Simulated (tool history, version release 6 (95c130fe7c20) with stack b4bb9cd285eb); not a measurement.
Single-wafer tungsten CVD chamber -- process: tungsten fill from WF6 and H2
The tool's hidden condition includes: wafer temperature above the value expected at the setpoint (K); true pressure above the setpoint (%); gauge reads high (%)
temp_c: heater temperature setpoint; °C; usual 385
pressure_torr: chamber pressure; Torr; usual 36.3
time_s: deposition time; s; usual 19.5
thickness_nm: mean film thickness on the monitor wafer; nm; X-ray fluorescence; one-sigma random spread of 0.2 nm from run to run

run	hour	temp_c	pressure_torr	time_s	wafers since the last listed run	hours since the last thermocouple change	hours since the last manometer calibration	hours since the showerhead was replaced	hours since the gauge calibration	read-back reference wafer on the same gauge, thickness_nm	thickness_nm
1	0.0	385	36.3	17.6	0	1887.2	840.9	2357.8	238.7	53.152	39.525
2	69.1	385	36.3	17.6	1490	1956.3	910.0	2426.9	307.8	53.183	39.483
3	118.8	385	36.3	19.5	1071	2006.0	959.7	2476.6	357.5	53.220	43.770
4	148.0	381	38.7	19.5	629	2035.2	988.9	2505.8	386.7	53.224	41.899
5	207.3	381	38.7	19.5	1278	2094.5	1048.2	2565.1	446.0	53.192	41.996
6	256.8	385	36.3	19.5	1067	2144.0	1097.7	2614.6	495.5	53.213	42.992
# hour 370.7: thermocouple changed; heater temperature recalibrated
7	467.6	385	36.3	19.5	4374	96.9	1308.5	2825.4	706.3	53.177	47.252
8	508.0	385	36.3	19.5	871	137.3	1348.9	2865.8	746.7	53.175	47.253
9	534.6	385	36.3	19.5	573	163.9	1375.5	2892.4	773.3	53.230	47.123
# hour 552.2: showerhead replaced
10	579.2	378	36.3	16.2	789	208.5	1420.1	27.0	817.9	53.232	34.438
11	631.9	397	28.2	18.5	1136	261.2	1472.8	79.7	870.6	53.221	48.057
12	664.5	385	32.9	22.9	703	293.8	1505.4	112.3	903.2	53.192	52.255
# hour 678.4: capacitance manometer re-zeroed and calibrated
# hour 688.7: gauge calibrated
13	716.7	385	36.3	20.6	953	346.0	38.3	164.5	28.0	53.149	49.442
14	783.2	374	27.3	16.4	1434	412.5	104.8	231.0	94.5	53.254	27.884
15	827.1	395	36.3	17.3	946	456.4	148.7	274.9	138.4	53.205	49.136
16	864.7	385	27.4	15.9	810	494.0	186.3	312.5	176.0	53.205	32.851
17	897.1	385	36.3	17.6	698	526.4	218.7	344.9	208.4	53.197	41.673

Consider 5 possible next runs. They are alternatives, not a sequence: every one starts from the tool as it was left by run 17. What does each give?
A	897.5	385	36.3	19.5	8	526.8	219.1	345.3	208.8	?	?
B	897.5	376	33.5	17.9	8	526.8	219.1	345.3	208.8	?	?
C	897.5	385	39.9	22.6	8	526.8	219.1	345.3	208.8	?	?
D	897.5	373	36.3	20.7	8	526.8	219.1	345.3	208.8	?	?
E	897.5	398	40.5	22.6	8	526.8	219.1	345.3	208.8	?	?

run	read-back reference wafer on the same gauge, thickness_nm	thickness_nm
A	53.198	46.402
B	53.198	34.878
C	53.198	56.323
D	53.198	39.737
E	53.198	70.756
Take away the tool's hidden state, keep each run's random variation, and the runs would have read:
run	thickness_nm
A	47.047
B	35.382
C	57.106
D	40.316
E	71.684
